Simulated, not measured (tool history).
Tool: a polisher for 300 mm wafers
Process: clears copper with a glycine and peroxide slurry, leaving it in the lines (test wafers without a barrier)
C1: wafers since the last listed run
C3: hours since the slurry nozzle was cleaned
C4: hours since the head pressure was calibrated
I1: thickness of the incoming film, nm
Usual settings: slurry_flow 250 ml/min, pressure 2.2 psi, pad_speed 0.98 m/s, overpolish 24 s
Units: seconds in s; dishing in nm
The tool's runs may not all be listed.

Run 1, hour 0: usual settings but pressure 1.9 psi, overpolish 35 s; C1 0; wafers polished on this pad 2112; C3 146.9; C4 268.5; I1 558.9. Result: seconds 120.7 s, dishing 74.7 nm.
Run 2, hour 52.4: usual settings; C1 294; wafers polished on this pad 2406; C3 199.3; C4 320.9; I1 568.5. Result: seconds 115.2 s, dishing 64.1 nm.
Run 3, hour 81.3: usual settings; C1 162; wafers polished on this pad 2569; C3 228.2; C4 349.8; I1 552.9. Result: seconds 111.1 s, dishing 62.8 nm.
Run 4, hour 131.9: usual settings but pressure 2.6 psi; C1 284; wafers polished on this pad 2853; C3 278.8; C4 400.4; I1 564.4. Result: seconds 105.1 s, dishing 65.7 nm.
At hour 174.3: worn pad replaced by a new one, of another model than before.
At hour 194.5: head pressure recalibrated.
Run 5, hour 195: usual settings but pressure 2.6 psi; C1 320; wafers polished on this pad 105; C3 341.9; C4 0.5; I1 564.4. Result: seconds 112.3 s, dishing 62.6 nm.
Run 6, hour 219.5: usual settings but pressure 2.6 psi; C1 137; wafers polished on this pad 242; C3 366.4; C4 25; I1 569.9. Result: seconds 112.9 s, dishing 63 nm.
Run 7, hour 254.4: usual settings; C1 196; wafers polished on this pad 438; C3 401.3; C4 59.9; I1 565.1. Result: seconds 117.6 s, dishing 60.2 nm.
At hour 301.9: slurry nozzle cleaned.
Run 8, hour 302.4: usual settings; C1 264; wafers polished on this pad 702; C3 0.5; C4 107.9; I1 572.8. Result: seconds 118.8 s, dishing 59.7 nm.
Run 9, hour 347.8: usual settings; C1 255; wafers polished on this pad 957; C3 45.9; C4 153.3; I1 562.4. Result: seconds 116.6 s, dishing 63.1 nm.
Run 10, hour 381.7: usual settings but overpolish 28 s; C1 190; wafers polished on this pad 1148; C3 79.8; C4 187.2; I1 562.9. Result: seconds 116.4 s, dishing 65.4 nm.
Run 11, hour 430.8: usual settings but overpolish 35 s; C1 275; wafers polished on this pad 1424; C3 128.9; C4 236.3; I1 563.3. Result: seconds 115.5 s, dishing 75.8 nm.
Run 12, hour 502.4: usual settings but overpolish 35 s; C1 402; wafers polished on this pad 1826; C3 200.5; C4 307.9; I1 559.7. Result: seconds 115.2 s, dishing 78.8 nm.
Run 13, hour 550.4: usual settings but slurry_flow 205 ml/min, pad_speed 0.84 m/s; C1 269; wafers polished on this pad 2096; C3 248.5; C4 355.9; I1 561.7. Result: seconds 135.4 s, dishing 56.3 nm.
Run 14, hour 588.5: usual settings; C1 214; wafers polished on this pad 2310; C3 286.6; C4 394; I1 566. Result: seconds 117 s, dishing 63.2 nm.
Run 15, hour 627.3: usual settings but pressure 2 psi, pad_speed 1.2 m/s; C1 217; wafers polished on this pad 2528; C3 325.4; C4 432.8; I1 568.9. Result: seconds 98 s, dishing 65.7 nm.
Run 16, hour 674.4: usual settings but pressure 2.8 psi, pad_speed 1.18 m/s; C1 264; wafers polished on this pad 2792; C3 372.5; C4 479.9; I1 558.8. Result: seconds 86.7 s, dishing 74.6 nm.
At hour 683.5: head pressure recalibrated.
At hour 711.4: worn pad replaced by a new one.
Run 17, hour 721.6: usual settings but slurry_flow 300 ml/min, pressure 1.7 psi; C1 231; wafers polished on this pad 57; C3 419.7; C4 38.1; I1 555.4. Result: seconds 124 s, dishing 57.8 nm.
Run 18, hour 788.7: usual settings but pressure 3 psi; C1 376; wafers polished on this pad 434; C3 486.8; C4 105.2; I1 567.9. Result: seconds 104.2 s, dishing 66.8 nm.
At hour 863: slurry nozzle cleaned.
Run 19, hour 1000.4: usual settings but slurry_flow 210 ml/min, overpolish 37 s; C1 1183; wafers polished on this pad 1618; C3 137.4; C4 316.9; I1 565.5. Result: seconds 117.2 s, dishing 80.3 nm.
Run 20, hour 1070.2: usual settings but slurry_flow 275 ml/min, pressure 1.6 psi, pad_speed 1.22 m/s, overpolish 11 s; C1 392; wafers polished on this pad 2010; C3 207.2; C4 386.7; I1 569.5. Result: seconds 102.7 s, dishing 37 nm.
Run 21, hour 1106.6: usual settings but slurry_flow 330 ml/min, pressure 1.9 psi; C1 204; wafers polished on this pad 2214; C3 243.6; C4 423.1; I1 568.5. Result: seconds 115.2 s, dishing 59 nm.
Run 22, hour 1131.4: usual settings but pressure 1.6 psi, pad_speed 0.64 m/s, overpolish 31 s; C1 139; wafers polished on this pad 2354; C3 268.4; C4 447.9; I1 573.4. Result: seconds 187.7 s, dishing 54.7 nm.
At hour 1157.7: worn pad replaced by a new one.
At hour 1161.7: head pressure recalibrated.
Run 23, hour 1194.9: usual settings but slurry_flow 185 ml/min, pad_speed 0.86 m/s, overpolish 36 s; C1 323; wafers polished on this pad 197; C3 331.9; C4 33.2; I1 570.4. Result: seconds 140.3 s, dishing 75.2 nm.

Run 24 comes next. What will it give?
Run 24, hour 1260.6: usual settings but slurry_flow 185 ml/min, pressure 2 psi, overpolish 29 s; C1 369; wafers polished on this pad 566; C3 397.6; C4 98.9; I1 569.7. Result: seconds ?, dishing ?.

seconds: 124.2 s
dishing: 67.9 nm
Without the tool's hidden state the same run would have given seconds 125.9 s, dishing 67.2 nm.
